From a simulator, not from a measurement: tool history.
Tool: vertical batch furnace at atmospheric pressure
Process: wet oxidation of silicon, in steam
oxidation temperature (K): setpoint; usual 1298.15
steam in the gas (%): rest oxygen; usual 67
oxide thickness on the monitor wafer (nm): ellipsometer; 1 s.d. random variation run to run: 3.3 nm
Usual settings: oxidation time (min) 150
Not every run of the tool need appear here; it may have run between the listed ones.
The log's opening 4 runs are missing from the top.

run	hour	oxidation temperature (K)	oxidation time (min)	steam in the gas (%)	read-back reference wafer on the same gauge, thickness	oxide thickness on the monitor wafer (nm)
5	283.5	1298.15	150	67	684.5	620.56
6	379.9	1298.15	150	67	684.62	623.85
7	493.4	1298.15	178.5	70	685.2	709.81
8	591.8	1298.15	178.5	70	684.68	707.21
9	666.7	1298.15	178.5	70	684.84	705.76
10	708	1298.15	150	67	685.79	616.81
11	809.4	1298.15	150	67	684.61	622.96
12	895.1	1298.15	150	67	685.43	618.06
13	955	1298.15	150	67	685.05	616.27
14	994.2	1298.15	150	67	685.31	615.71
15	1098.6	1298.15	150	67	684.93	620.22
16	1146.3	1298.15	150	67	685	618.47
17	1236.1	1298.15	150	67	684.7	616.35
18	1328.9	1298.15	150	67	684.23	612.08
19	1374.5	1298.15	220	67	684.58	777.07
20	1451.3	1290.15	150	67	684.96	587.45
# hour 1496.5: steam generator serviced
21	1497	1298.15	150	67	685.23	636.51
22	1575.3	1311.15	150	67	684.89	676.51
23	1623.9	1313.15	150	62	684.83	652.32
# hour 1664.8: thermocouples replaced and temperature profile calibrated
24	1725.4	1321.15	150	67	685.39	715.02
25	1779.7	1283.15	128.5	67	684.44	530.03
# hour 1787.7: gauge calibrated
26	2051.2	1282.15	215.5	62	684.33	693.5
27	2092.9	1307.15	210.5	75	685.28	866.6
28	2188.6	1298.15	174	77	684.91	749.19

Run 29 comes next. What will it give?
29	2288.1	1298.15	150	67	?	?

{"run 29": {"read-back reference wafer on the same gauge, thickness": 684.92, "oxide thickness on the monitor wafer (nm)": 630.03}}
Had the tool carried no hidden state, the very same run would have given oxide thickness on the monitor wafer (nm) 637.52.
